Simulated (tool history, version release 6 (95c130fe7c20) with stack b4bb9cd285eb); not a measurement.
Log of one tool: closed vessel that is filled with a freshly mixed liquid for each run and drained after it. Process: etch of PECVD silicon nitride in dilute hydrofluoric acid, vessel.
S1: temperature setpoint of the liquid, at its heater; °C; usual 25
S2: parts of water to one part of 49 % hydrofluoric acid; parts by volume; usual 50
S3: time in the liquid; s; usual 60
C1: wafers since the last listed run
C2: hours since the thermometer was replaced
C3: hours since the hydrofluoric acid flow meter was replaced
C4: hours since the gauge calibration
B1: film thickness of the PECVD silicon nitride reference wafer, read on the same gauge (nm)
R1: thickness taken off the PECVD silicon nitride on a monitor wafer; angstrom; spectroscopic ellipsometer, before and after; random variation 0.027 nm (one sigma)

run	day	S1	S2	S3	C1	C2	C3	C4	B1	R1
1	0	25	60	60	0	1931.4	1200.1	1206.7	119.953	42.04
2	2.138	25	50	60	5746	1982.7	1251.4	1258	119.983	50.85
3	4.883	25	50	60	7381	2048.6	1317.3	1323.9	120.04	50.83
4	7.683	25	55	60	7526	2115.8	1384.5	1391.1	119.974	46.2
5	9.671	25	50	60	5342	2163.5	1432.2	1438.8	119.987	50.68
6	11.579	25	50	60	5129	2209.3	1478	1484.6	120.054	51.01
7	13.95	25	50	60	6373	2266.2	1534.9	1541.5	119.982	51.33
# day 18.408: thermometer replaced
8	21.062	25	50	60	19007	63.7	1705.6	1712.2	119.961	47.6
9	22.079	25	50	60	2732	88.1	1730	1736.6	119.999	46.98
10	24.375	25	50	60	6171	143.2	1785.1	1791.7	119.99	47.36
11	27.05	25	50	60	7190	207.4	1849.3	1855.9	120.009	47.88
12	32.142	25	45	60	13687	329.6	1971.5	1978.1	120.02	53.43
13	33.783	25	45	60	4413	369	2010.9	2017.5	119.973	53.28
14	36.438	25	30	30	7134	432.7	2074.6	2081.2	120.071	39.47
15	39.183	25	50	60	7381	498.6	2140.5	2147.1	120.013	48.3
16	42.038	25	50	60	7672	567.1	2209	2215.6	119.999	48.29
17	44.896	23.5	35	40	7683	635.7	2277.6	2284.2	119.999	41.41
# day 46.838: gauge calibrated
18	46.904	25	50	60	5398	683.9	2325.8	1.6	120.071	48.17
19	49.592	25	50	30	7224	748.4	2390.3	66.1	120.042	24.11
20	51.188	30	50	60	4289	786.7	2428.6	104.4	120.026	67.16
21	52.254	25	50	60	2867	812.3	2454.2	130	119.99	48.43
22	55.221	25	50	60	7974	883.5	2525.4	201.2	119.966	49.15
# day 55.558: hydrofluoric acid flow meter replaced
23	56.271	25	50	60	2710	908.7	17.1	226.4	119.992	48.47
24	57.888	25	50	40	4345	947.5	55.9	265.2	120.006	32.93
25	60.5	25	40	60	7022	1010.2	118.6	327.9	120.035	61.06
26	62.796	25	50	60	6171	1065.3	173.7	383	120.033	48.78
27	64.154	27.5	30	90	3651	1097.9	206.3	415.6	120.004	143.5
28	66.746	25	50	70	6966	1160.1	268.5	477.8	120.014	57.34
29	69.358	27.5	50	35	7022	1222.8	331.2	540.5	119.998	33.74
30	77.808	26.5	50	35	22715	1425.6	534	743.3	119.953	31.91
31	78.983	25	50	60	3158	1453.8	562.2	771.5	120.012	49.41
32	87.317	28.5	50	60	22401	1653.8	762.2	971.5	120.024	62.26
33	89.508	28	40	90	5891	1706.4	814.8	1024.1	120.027	113.06

Hidden state at the last listed run before each entry between runs and at the first one after, where it differs:
Between runs 7 and 8: thermometer replaced (day 18.408)
  liquid hotter than its thermometer reads (K): 1.16 -> 0.104
  measured less the result without the state, R1: +3.82 -> +0.31 angstrom
Between runs 17 and 18: gauge calibrated (day 46.838)
  liquid hotter than its thermometer reads (K): 0.341 -> 0.361
  measured less the result without the state, R1: +0.94 -> +1.15 angstrom
Between runs 22 and 23: hydrofluoric acid flow meter replaced (day 55.558)
  liquid hotter than its thermometer reads (K): 0.444 -> 0.455
  measured less the result without the state, R1: +1.42 -> +1.44 angstrom
